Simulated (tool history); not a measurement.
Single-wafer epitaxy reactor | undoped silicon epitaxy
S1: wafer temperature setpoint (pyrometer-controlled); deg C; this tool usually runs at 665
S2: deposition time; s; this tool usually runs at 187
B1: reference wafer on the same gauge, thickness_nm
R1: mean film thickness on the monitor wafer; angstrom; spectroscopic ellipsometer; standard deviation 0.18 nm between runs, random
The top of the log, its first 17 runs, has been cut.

run,hour,S1,S2,B1,R1
18,266.0,665,187,43.244,410.15
# hour 267.5: gauge calibrated
19,275.5,669,187,43.196,442.39
20,284.4,665,187,43.189,409.81
21,294.5,665,187,43.194,407.28
22,339.8,665,221,43.171,483.07
23,355.7,652,170,43.150,287.85
24,362.9,657,197,43.215,367.49
25,377.6,660,167,43.265,330.00
26,387.9,670,210,43.158,503.36
27,405.5,665,187,43.140,411.17
28,421.4,675,187,43.138,495.11
29,428.7,679,197,43.193,569.73
30,436.0,669,187,43.155,441.41
31,446.8,659,201,43.240,390.40
32,463.9,665,187,43.132,409.26
33,479.1,671,165,43.202,404.01
34,488.2,651,221,43.165,364.72

4 options for the next run, each taken on its own from the tool as it stands now. Forecast them:
A,488.7,665,187,?,?
B,488.7,670,174,?,?
C,488.7,655,164,?,?
D,488.7,671,202,?,?

run,B1,R1
A,43.235,407.40
B,43.235,418.03
C,43.235,292.94
D,43.235,494.83
Without the tool's hidden state the same runs would have given:
run,R1
A,407.40
B,418.03
C,292.94
D,494.83
